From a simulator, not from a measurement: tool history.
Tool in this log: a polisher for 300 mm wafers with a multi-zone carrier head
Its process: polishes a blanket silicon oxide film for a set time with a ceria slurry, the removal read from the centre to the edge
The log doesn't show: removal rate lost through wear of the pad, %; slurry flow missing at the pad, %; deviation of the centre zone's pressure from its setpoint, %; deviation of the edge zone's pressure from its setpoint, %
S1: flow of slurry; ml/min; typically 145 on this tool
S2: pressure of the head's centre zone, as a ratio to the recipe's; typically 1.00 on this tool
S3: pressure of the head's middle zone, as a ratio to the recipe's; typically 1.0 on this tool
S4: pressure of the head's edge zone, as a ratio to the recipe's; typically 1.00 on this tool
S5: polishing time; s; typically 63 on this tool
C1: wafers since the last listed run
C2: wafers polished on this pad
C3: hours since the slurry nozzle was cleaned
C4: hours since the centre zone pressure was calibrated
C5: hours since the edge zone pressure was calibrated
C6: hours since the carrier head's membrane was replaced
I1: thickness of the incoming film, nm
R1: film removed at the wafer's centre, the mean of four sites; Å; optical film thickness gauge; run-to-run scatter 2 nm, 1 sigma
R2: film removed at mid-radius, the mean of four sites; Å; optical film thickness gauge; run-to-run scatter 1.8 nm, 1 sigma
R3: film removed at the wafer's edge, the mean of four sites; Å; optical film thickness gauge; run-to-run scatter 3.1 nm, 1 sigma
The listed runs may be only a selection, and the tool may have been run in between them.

| run | day | S1 | S2 | S3 | S4 | S5 | C1 | C2 | C3 | C4 | C5 | C6 | I1 | R1 | R2 | R3 |
|---|---|---|---|---|---|---|---|---|---|---|---|---|---|---|---|---|
| 1 | 0.000 | 145 | 1.00 | 1.0 | 0.92 | 52 | 0 | 6 | 34.7 | 167.1 | 1415.6 | 211.5 | 1272.7 | 2157 | 2215 | 2204 |
| 2 | 0.608 | 145 | 1.00 | 1.0 | 0.92 | 52 | 182 | 189 | 49.3 | 181.7 | 1430.2 | 226.1 | 1281.4 | 2168 | 2223 | 2197 |
| 3 | 1.525 | 145 | 1.00 | 1.0 | 1.00 | 63 | 275 | 464 | 71.3 | 203.7 | 1452.2 | 248.1 | 1294.2 | 2574 | 2657 | 2716 |
| 4 | 2.546 | 145 | 1.00 | 1.0 | 1.00 | 63 | 306 | 770 | 95.8 | 228.2 | 1476.7 | 272.6 | 1279.1 | 2510 | 2640 | 2719 |
| 5 | 3.375 | 145 | 1.00 | 1.0 | 1.00 | 63 | 248 | 1019 | 115.7 | 248.1 | 1496.6 | 292.5 | 1278.6 | 2538 | 2639 | 2672 |
| 6 | 4.096 | 145 | 1.00 | 1.0 | 1.00 | 63 | 216 | 1235 | 133.0 | 265.4 | 1513.9 | 309.8 | 1270.5 | 2521 | 2629 | 2634 |
| 7 | 4.888 | 125 | 1.00 | 1.0 | 1.00 | 63 | 237 | 1472 | 152.0 | 284.4 | 1532.9 | 328.8 | 1275.4 | 2349 | 2501 | 2565 |
|  | 5.475 | worn pad replaced by a new one |
| 8 | 5.508 | 145 | 1.00 | 1.0 | 1.00 | 63 | 136 | 9 | 166.9 | 299.3 | 1547.8 | 343.7 | 1269.2 | 2461 | 2588 | 2617 |
|  | 6.458 | slurry nozzle cleaned |
| 9 | 6.658 | 115 | 1.00 | 1.0 | 1.00 | 63 | 332 | 342 | 4.8 | 326.9 | 1575.4 | 371.3 | 1265.2 | 2412 | 2551 | 2649 |
| 10 | 8.046 | 160 | 1.00 | 1.0 | 1.00 | 63 | 416 | 758 | 38.1 | 360.2 | 1608.7 | 404.6 | 1270.4 | 2599 | 2724 | 2748 |
|  | 8.283 | edge zone pressure recalibrated |
| 11 | 9.083 | 145 | 0.89 | 1.0 | 1.00 | 63 | 286 | 1045 | 63.0 | 385.1 | 19.2 | 429.5 | 1281.2 | 2252 | 2653 | 2749 |
| 12 | 9.854 | 145 | 0.94 | 1.0 | 0.90 | 79 | 231 | 1276 | 81.5 | 403.6 | 37.7 | 448.0 | 1256.9 | 2967 | 3362 | 3308 |
|  | 11.154 | worn pad replaced by a new one |
| 13 | 11.317 | 145 | 1.00 | 1.0 | 1.03 | 63 | 388 | 48 | 116.6 | 438.7 | 72.8 | 483.1 | 1277.1 | 2494 | 2629 | 2771 |
| 14 | 12.200 | 100 | 1.00 | 1.0 | 1.00 | 63 | 265 | 313 | 137.8 | 459.9 | 94.0 | 504.3 | 1278.2 | 2120 | 2297 | 2471 |
|  | 12.429 | carrier head's membrane replaced by a new one |
| 15 | 12.792 | 145 | 1.00 | 1.0 | 1.00 | 63 | 115 | 428 | 152.0 | 474.1 | 108.2 | 8.7 | 1290.6 | 2449 | 2590 | 2617 |
|  | 13.275 | centre zone pressure recalibrated |
| 16 | 13.717 | 145 | 1.00 | 1.0 | 0.92 | 52 | 252 | 680 | 174.2 | 10.6 | 130.4 | 30.9 | 1267.3 | 2120 | 2125 | 2141 |
|  | 13.812 | slurry nozzle cleaned |
| 17 | 14.338 | 145 | 1.00 | 1.0 | 1.00 | 49 | 173 | 854 | 12.6 | 25.5 | 145.3 | 45.8 | 1282.1 | 2078 | 2116 | 2110 |
| 18 | 15.721 | 145 | 0.91 | 1.0 | 1.00 | 63 | 415 | 1269 | 45.8 | 58.7 | 178.5 | 79.0 | 1273.5 | 2450 | 2694 | 2740 |
| 19 | 16.717 | 145 | 1.00 | 1.0 | 1.00 | 63 | 298 | 1568 | 69.7 | 82.6 | 202.4 | 102.9 | 1290.9 | 2639 | 2684 | 2745 |
|  | 17.596 | worn pad replaced by a new one |
| 20 | 18.146 | 145 | 1.00 | 0.9 | 1.00 | 63 | 378 | 165 | 104.0 | 116.9 | 236.7 | 137.2 | 1295.3 | 2567 | 2408 | 2699 |
| 21 | 19.638 | 145 | 1.00 | 1.0 | 1.00 | 63 | 447 | 612 | 139.8 | 152.7 | 272.5 | 173.0 | 1270.3 | 2559 | 2604 | 2663 |

5 ways to go on from here, each from the tool as it stands after run 21. What would each give?
| A | 19.654 | 145 | 1.00 | 1.0 | 1.00 | 63 | 5 | 617 | 140.2 | 153.1 | 272.9 | 173.4 | 1302.2 | ? | ? | ? |
| B | 19.654 | 100 | 1.00 | 1.0 | 0.88 | 77 | 5 | 617 | 140.2 | 153.1 | 272.9 | 173.4 | 1302.2 | ? | ? | ? |
| C | 19.654 | 110 | 1.00 | 1.0 | 1.00 | 84 | 5 | 617 | 140.2 | 153.1 | 272.9 | 173.4 | 1302.2 | ? | ? | ? |
| D | 19.654 | 105 | 1.08 | 1.0 | 0.92 | 63 | 5 | 617 | 140.2 | 153.1 | 272.9 | 173.4 | 1302.2 | ? | ? | ? |
| E | 19.654 | 145 | 1.08 | 1.0 | 1.00 | 63 | 5 | 617 | 140.2 | 153.1 | 272.9 | 173.4 | 1302.2 | ? | ? | ? |

| run | R1 | R2 | R3 |
|---|---|---|---|
| A | 2490 | 2569 | 2680 |
| B | 2642 | 2778 | 2897 |
| C | 3009 | 3143 | 3371 |
| D | 2390 | 2316 | 2433 |
| E | 2692 | 2568 | 2680 |
Take away the tool's hidden state, keep each run's random variation, and the runs would have read:
| run | R1 | R2 | R3 |
|---|---|---|---|
| A | 2689 | 2685 | 2765 |
| B | 2928 | 2965 | 3024 |
| C | 3308 | 3334 | 3507 |
| D | 2637 | 2464 | 2536 |
| E | 2906 | 2683 | 2765 |

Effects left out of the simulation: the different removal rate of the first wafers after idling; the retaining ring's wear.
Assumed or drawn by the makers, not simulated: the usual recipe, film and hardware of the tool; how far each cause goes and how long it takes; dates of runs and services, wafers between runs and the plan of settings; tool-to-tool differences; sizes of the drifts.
